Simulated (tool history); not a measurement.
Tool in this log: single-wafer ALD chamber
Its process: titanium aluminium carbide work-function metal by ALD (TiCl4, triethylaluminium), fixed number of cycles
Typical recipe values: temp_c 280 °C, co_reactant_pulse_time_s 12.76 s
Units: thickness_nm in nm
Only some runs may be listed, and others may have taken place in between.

| run | hour | temp_c | co_reactant_pulse_time_s | wafers since the last listed run | hours since the last thermocouple change | hours since the last triethylaluminium bottle change | hours since the showerhead was replaced | hours since the gauge calibration | read-back reference wafer on the same gauge, thickness_nm | thickness_nm |
|---|---|---|---|---|---|---|---|---|---|---|
| 1 | 0 | 270 | 12.76 | 0 | 1509.6 | 440.8 | 6079.6 | 576.7 | 1.84 | 1.785 |
| 2 | 32.5 | 270 | 12.76 | 498 | 1542.1 | 473.3 | 6112.1 | 609.2 | 1.84 | 1.778 |
| 3 | 88 | 280 | 12.76 | 850 | 1597.6 | 528.8 | 6167.6 | 664.7 | 1.84 | 1.872 |
| 4 | 158.2 | 280 | 8.96 | 1075 | 1667.8 | 599 | 6237.8 | 734.9 | 1.841 | 1.633 |
| 5 | 198.8 | 280 | 8.96 | 622 | 1708.4 | 639.6 | 6278.4 | 775.5 | 1.84 | 1.626 |
| 6 | 227.9 | 280 | 12.76 | 445 | 1737.5 | 668.7 | 6307.5 | 804.6 | 1.84 | 1.853 |
| 7 | 271.5 | 280 | 9.34 | 668 | 1781.1 | 712.3 | 6351.1 | 848.2 | 1.841 | 1.627 |
| 8 | 341.6 | 280 | 9.34 | 1074 | 1851.2 | 782.4 | 6421.2 | 918.3 | 1.84 | 1.578 |
|  | 351.8 | showerhead replaced |
|  | 376.4 | triethylaluminium bottle replaced |
|  | 378.3 | gauge calibrated |
| 9 | 401.1 | 280 | 12.76 | 666 | 1910.7 | 24.7 | 49.3 | 22.8 | 1.84 | 1.904 |
| 10 | 465.3 | 280 | 12.76 | 983 | 1974.9 | 88.9 | 113.5 | 87 | 1.84 | 1.909 |
| 11 | 493.8 | 280 | 12.76 | 436 | 2003.4 | 117.4 | 142 | 115.5 | 1.84 | 1.912 |
|  | 539.7 | thermocouple changed; heater temperature recalibrated |
| 12 | 558 | 280 | 12.76 | 861 | 18.3 | 181.6 | 206.2 | 179.7 | 1.84 | 1.856 |
| 13 | 629.3 | 280 | 15.7 | 1092 | 89.6 | 252.9 | 277.5 | 251 | 1.84 | 1.872 |
| 14 | 671.2 | 275 | 8.59 | 642 | 131.5 | 294.8 | 319.4 | 292.9 | 1.84 | 1.621 |
| 15 | 715 | 275 | 8.63 | 671 | 175.3 | 338.6 | 363.2 | 336.7 | 1.84 | 1.629 |
| 16 | 757.9 | 268 | 7.8 | 657 | 218.2 | 381.5 | 406.1 | 379.6 | 1.84 | 1.455 |
| 17 | 794.8 | 272 | 15.51 | 565 | 255.1 | 418.4 | 443 | 416.5 | 1.839 | 1.8 |
| 18 | 820.3 | 280 | 12.76 | 390 | 280.6 | 443.9 | 468.5 | 442 | 1.84 | 1.85 |
| 19 | 889.5 | 272 | 9.48 | 1060 | 349.8 | 513.1 | 537.7 | 511.2 | 1.84 | 1.646 |
| 20 | 920.1 | 272 | 11.41 | 468 | 380.4 | 543.7 | 568.3 | 541.8 | 1.841 | 1.739 |
| 21 | 964 | 288 | 10.53 | 672 | 424.3 | 587.6 | 612.2 | 585.7 | 1.841 | 1.847 |
|  | 997.2 | triethylaluminium bottle replaced |
| 22 | 1013.7 | 270 | 12.76 | 639 | 474 | 16.5 | 661.9 | 635.4 | 1.84 | 1.774 |
| 23 | 1074.7 | 271 | 9.23 | 934 | 535 | 77.5 | 722.9 | 696.4 | 1.84 | 1.664 |

3 ways to go on from here, each from the tool as it stands after run 23. What would each give?
| A | 1075.1 | 280 | 9.9 | 6 | 535.4 | 77.9 | 723.3 | 696.8 | ? | ? |
| B | 1075.1 | 290 | 12.76 | 6 | 535.4 | 77.9 | 723.3 | 696.8 | ? | ? |
| C | 1075.1 | 290 | 9.42 | 6 | 535.4 | 77.9 | 723.3 | 696.8 | ? | ? |

| run | read-back reference wafer on the same gauge, thickness_nm | thickness_nm |
|---|---|---|
| A | 1.84 | 1.799 |
| B | 1.84 | 1.983 |
| C | 1.84 | 1.864 |
With no hidden state in the tool, these same runs would have given:
| run | thickness_nm |
|---|---|
| A | 1.785 |
| B | 1.96 |
| C | 1.852 |

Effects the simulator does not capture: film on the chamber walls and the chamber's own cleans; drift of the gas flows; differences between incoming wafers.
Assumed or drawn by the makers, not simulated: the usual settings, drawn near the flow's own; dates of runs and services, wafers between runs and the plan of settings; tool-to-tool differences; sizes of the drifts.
